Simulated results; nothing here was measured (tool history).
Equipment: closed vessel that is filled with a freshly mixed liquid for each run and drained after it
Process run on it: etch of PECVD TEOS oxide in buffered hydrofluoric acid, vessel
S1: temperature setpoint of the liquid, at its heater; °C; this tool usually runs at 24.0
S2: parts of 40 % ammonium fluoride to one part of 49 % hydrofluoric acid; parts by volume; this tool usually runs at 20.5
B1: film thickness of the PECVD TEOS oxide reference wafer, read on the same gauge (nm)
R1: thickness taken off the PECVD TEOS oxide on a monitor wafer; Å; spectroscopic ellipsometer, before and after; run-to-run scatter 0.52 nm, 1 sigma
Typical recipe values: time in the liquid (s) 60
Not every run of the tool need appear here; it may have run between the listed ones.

run 1 hour=0.0 | S1=24.0 S2=20.5 time_in_the_liquid_(s)=60 | B1=112.52 | R1=827.9
run 2 hour=91.5 | S1=24.0 S2=20.5 time_in_the_liquid_(s)=60 | B1=112.85 | R1=832.1
run 3 hour=136.7 | S1=24.0 S2=20.5 time_in_the_liquid_(s)=60 | B1=113.04 | R1=837.0
run 4 hour=182.6 | S1=24.0 S2=20.5 time_in_the_liquid_(s)=60 | B1=113.18 | R1=827.3
run 5 hour=233.8 | S1=24.0 S2=20.5 time_in_the_liquid_(s)=60 | B1=113.37 | R1=830.0
run 6 hour=295.8 | S1=24.0 S2=20.5 time_in_the_liquid_(s)=60 | B1=113.62 | R1=831.0
run 7 hour=388.8 | S1=24.0 S2=20.5 time_in_the_liquid_(s)=35 | B1=113.98 | R1=491.5
run 8 hour=461.9 | S1=24.0 S2=20.5 time_in_the_liquid_(s)=35 | B1=114.24 | R1=492.6
run 9 hour=498.7 | S1=24.0 S2=20.5 time_in_the_liquid_(s)=35 | B1=114.37 | R1=494.8
run 10 hour=563.5 | S1=24.0 S2=20.5 time_in_the_liquid_(s)=60 | B1=114.61 | R1=842.1
run 11 hour=639.7 | S1=22.5 S2=20.5 time_in_the_liquid_(s)=60 | B1=114.88 | R1=782.0
-- hour=724.3 gauge calibrated
run 12 hour=728.4 | S1=22.5 S2=20.5 time_in_the_liquid_(s)=60 | B1=110.43 | R1=751.9
-- hour=743.7 thermometer replaced
run 13 hour=819.5 | S1=24.0 S2=23.5 time_in_the_liquid_(s)=60 | B1=110.77 | R1=745.1
run 14 hour=891.2 | S1=28.5 S2=13.0 time_in_the_liquid_(s)=60 | B1=111.01 | R1=1620.0
run 15 hour=953.6 | S1=27.5 S2=17.5 time_in_the_liquid_(s)=75 | B1=111.27 | R1=1433.0
run 16 hour=1049.2 | S1=24.0 S2=20.5 time_in_the_liquid_(s)=60 | B1=111.63 | R1=826.3
run 17 hour=1305.7 | S1=24.0 S2=20.5 time_in_the_liquid_(s)=60 | B1=112.57 | R1=831.5
-- hour=1310.4 hydrofluoric acid flow meter replaced
run 18 hour=1386.4 | S1=20.0 S2=20.5 time_in_the_liquid_(s)=60 | B1=112.85 | R1=666.2
run 19 hour=1471.6 | S1=24.0 S2=23.5 time_in_the_liquid_(s)=50 | B1=113.18 | R1=625.9
run 20 hour=1535.0 | S1=27.5 S2=20.5 time_in_the_liquid_(s)=60 | B1=113.44 | R1=1007.4
run 21 hour=1637.6 | S1=24.0 S2=20.5 time_in_the_liquid_(s)=60 | B1=113.81 | R1=832.3
run 22 hour=1685.5 | S1=24.0 S2=20.5 time_in_the_liquid_(s)=70 | B1=114.00 | R1=981.5
run 23 hour=1776.6 | S1=24.0 S2=17.0 time_in_the_liquid_(s)=35 | B1=114.33 | R1=584.3
run 24 hour=1870.3 | S1=24.0 S2=20.5 time_in_the_liquid_(s)=60 | B1=114.68 | R1=838.5
run 25 hour=1908.8 | S1=22.5 S2=20.5 time_in_the_liquid_(s)=80 | B1=114.83 | R1=1039.3
run 26 hour=1960.7 | S1=24.0 S2=25.0 time_in_the_liquid_(s)=60 | B1=115.01 | R1=732.0

Give the tool's hidden conditions for every run:
liquid hotter than its thermometer reads (K): 0 in every run
hydrofluoric acid flow above the setpoint (%): 0 in every run
H1: gauge reads high (%)
run=1 H1=2.28
run=2 H1=2.59
run=3 H1=2.75
run=4 H1=2.9
run=5 H1=3.08
run=6 H1=3.28
run=7 H1=3.6
run=8 H1=3.85
run=9 H1=3.97
run=10 H1=4.19
run=11 H1=4.45
run=12 H1=0.385
run=13 H1=0.693
run=14 H1=0.936
run=15 H1=1.15
run=16 H1=1.47
run=17 H1=2.34
run=18 H1=2.61
run=19 H1=2.9
run=20 H1=3.11
run=21 H1=3.46
run=22 H1=3.62
run=23 H1=3.93
run=24 H1=4.25
run=25 H1=4.38
run=26 H1=4.55
